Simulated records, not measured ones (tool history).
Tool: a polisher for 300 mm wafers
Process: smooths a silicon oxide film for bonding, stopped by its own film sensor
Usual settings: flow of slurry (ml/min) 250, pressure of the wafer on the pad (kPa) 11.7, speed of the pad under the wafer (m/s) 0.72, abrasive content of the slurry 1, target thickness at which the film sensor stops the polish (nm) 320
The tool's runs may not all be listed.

run     day  flow of slurry (ml/min)  pressure of the wafer on the pad (kPa)  speed of the pad under the wafer (m/s)  abrasive content of the slurry  target thickness at which the film sensor stops the polish (nm)  wafers since the last listed run  wafers polished on this pad  hours since the slurry nozzle was cleaned  hours since the head pressure was calibrated  hours since the slurry blender was calibrated  incoming thickness of the incoming film, nm  time until the film sensor stopped the polish (s)
  1       0                      250                                    11.7                                    0.72                               1                                                              320                                 0                         1303                                      269.5                                         894.9                                           81.1                                        367.1                                               99.9
      0.617  -- worn pad replaced by a new one
  2   1.075                      250                                    13.8                                    0.72                               1                                                              320                               204                          102                                      295.3                                         920.7                                          106.9                                        360.7                                               80.5
  3   2.146                      250                                    13.8                                    0.72                               1                                                              320                               240                          343                                        321                                         946.4                                          132.6                                        364.1                                               87.4
  4   3.092                      250                                    11.7                                    0.72                               1                                                              320                               212                          555                                      343.7                                         969.1                                          155.3                                        361.1                                               95.2
      4.012  -- slurry nozzle cleaned
  5   4.496                      250                                    11.7                                    0.72                               1                                                              320                               306                          862                                       11.6                                        1002.8                                            189                                        360.4                                               93.7
  6   5.629                      250                                    11.7                                    0.72                               1                                                              320                               254                         1117                                       38.8                                          1030                                          216.2                                        361.6                                               96.3
  7   6.246                      250                                    11.7                                    0.72                               1                                                              320                               138                         1255                                       53.6                                        1044.8                                            231                                        362.8                                               99.5
  8   7.675                      250                                    11.7                                    0.72                               1                                                              320                               321                         1576                                       87.9                                        1079.1                                          265.3                                        359.1                                               92.1
      8.004  -- worn pad replaced by a new one, repeated, since the last time left the tool worse
  9   8.867                      250                                    11.7                                    0.72                               1                                                              320                               230                          194                                      116.5                                        1107.7                                          293.9                                        356.7                                               76.2
 10  10.083                      250                                    11.7                                    0.86                               1                                                              320                               273                          467                                      145.7                                        1136.9                                          323.1                                        353.1                                               60.2
 11  11.821                      250                                    11.7                                    0.86                               1                                                              320                               390                          858                                      187.4                                        1178.6                                          364.8                                        359.2                                               71.4
 12  12.854                      250                                    11.7                                    0.56                               1                                                              320                               232                         1090                                      212.2                                        1203.4                                          389.6                                        361.8                                              110.4
 13  13.679                      250                                    15.2                                    0.98                               1                                                              327                               185                         1276                                        232                                        1223.2                                          409.4                                        358.9                                               42.8
     14.725  -- worn pad replaced by a new one
 14  15.092                      250                                    11.7                                    0.72                               1                                                              320                               280                           82                                      265.9                                        1257.1                                          443.3                                        362.2                                               87.5
 15  15.596                      250                                    11.7                                    0.72                               1                                                              320                               113                          195                                        278                                        1269.2                                          455.4                                        358.1                                               79.9
     16.338  -- head pressure recalibrated
 16  16.358                      250                                    13.8                                    0.72                             0.8                                                              320                               152                          348                                      296.3                                           0.5                                          473.7                                        364.6                                               90.4
     17.267  -- slurry blender recalibrated
 17  17.454                      325                                    11.7                                     0.9                               1                                                              306                               227                          576                                      322.6                                          26.8                                            4.5                                        365.3                                              103.5
 18  18.008                      250                                    15.2                                    0.72                            1.15                                                              320                               124                          700                                      335.9                                          40.1                                           17.8                                        360.6                                               64.5
 19  19.475                      295                                    13.1                                    0.72                             0.8                                                              314                               329                         1030                                      371.1                                          75.3                                             53                                        356.6                                               90.8
     19.575  -- slurry nozzle cleaned
 20  20.721                      250                                     9.7                                    0.72                               1                                                              320                               270                         1301                                       27.5                                         105.2                                           82.9                                        368.1                                                122
     21.379  -- worn pad replaced by a new one
 21  21.458                      250                                    13.8                                    0.72                               1                                                              329                               128                           18                                       45.2                                         122.9                                          100.6                                        357.4                                               51.9
 22  22.225                      250                                    11.7                                    0.72                               1                                                              306                               172                          190                                       63.6                                         141.3                                            119                                        352.2                                               96.1
 23  23.221                      250                                    11.7                                    0.72                               1                                                              320                               223                          414                                       87.5                                         165.2                                          142.9                                        362.7                                               89.2
 24  23.929                      250                                    11.7                                    0.72                             0.8                                                              320                               159                          573                                      104.5                                         182.2                                          159.9                                          357                                               88.5
 25  24.733                      250                                    11.7                                    0.72                               1                                                              320                               180                          754                                      123.8                                         201.5                                          179.2                                        363.3                                               90.9
 26  25.425                      250                                     8.3                                    0.72                               1                                                              329                               155                          909                                      140.4                                         218.1                                          195.8                                        360.8                                               90.8
 27  26.162                      280                                    11.7                                    0.72                             1.2                                                              320                               165                         1075                                      158.1                                         235.8                                          213.5                                        358.2                                                 74
     27.621  -- worn pad replaced by a new one
 28  27.642                      250                                    10.3                                    0.46                               1                                                              308                               295                            4                                      193.6                                         271.3                                            249                                        361.1                                              176.2
 29  28.738                      280                                    11.7                                    0.52                            1.25                                                              331                               246                          251                                      219.9                                         297.6                                          275.3                                        365.7                                                 85

Forecast each of these 5 alternatives for the next run:
  A  28.754                      250                                    11.7                                    0.72                               1                                                              320                                 3                          254                                      220.3                                           298                                          275.7                                        360.3                                                  ?
  B  28.754                      250                                    11.7                                    0.96                               1                                                              320                                 3                          254                                      220.3                                           298                                          275.7                                        360.3                                                  ?
  C  28.754                      165                                    13.8                                    0.88                               1                                                              320                                 3                          254                                      220.3                                           298                                          275.7                                        360.3                                                  ?
  D  28.754                      250                                     7.6                                    0.58                            0.85                                                              320                                 3                          254                                      220.3                                           298                                          275.7                                        360.3                                                  ?
  E  28.754                      305                                    11.7                                    0.72                            1.25                                                              320                                 3                          254                                      220.3                                           298                                          275.7                                        360.3                                                  ?

run  time until the film sensor stopped the polish (s)
  A                                               83.9
  B                                               66.6
  C                                                 64
  D                                              155.7
  E                                                 75
Without the tool's hidden state the same runs would have given:
run  time until the film sensor stopped the polish (s)
  A                                               82.5
  B                                               65.5
  C                                               62.9
  D                                              153.1
  E                                               73.8

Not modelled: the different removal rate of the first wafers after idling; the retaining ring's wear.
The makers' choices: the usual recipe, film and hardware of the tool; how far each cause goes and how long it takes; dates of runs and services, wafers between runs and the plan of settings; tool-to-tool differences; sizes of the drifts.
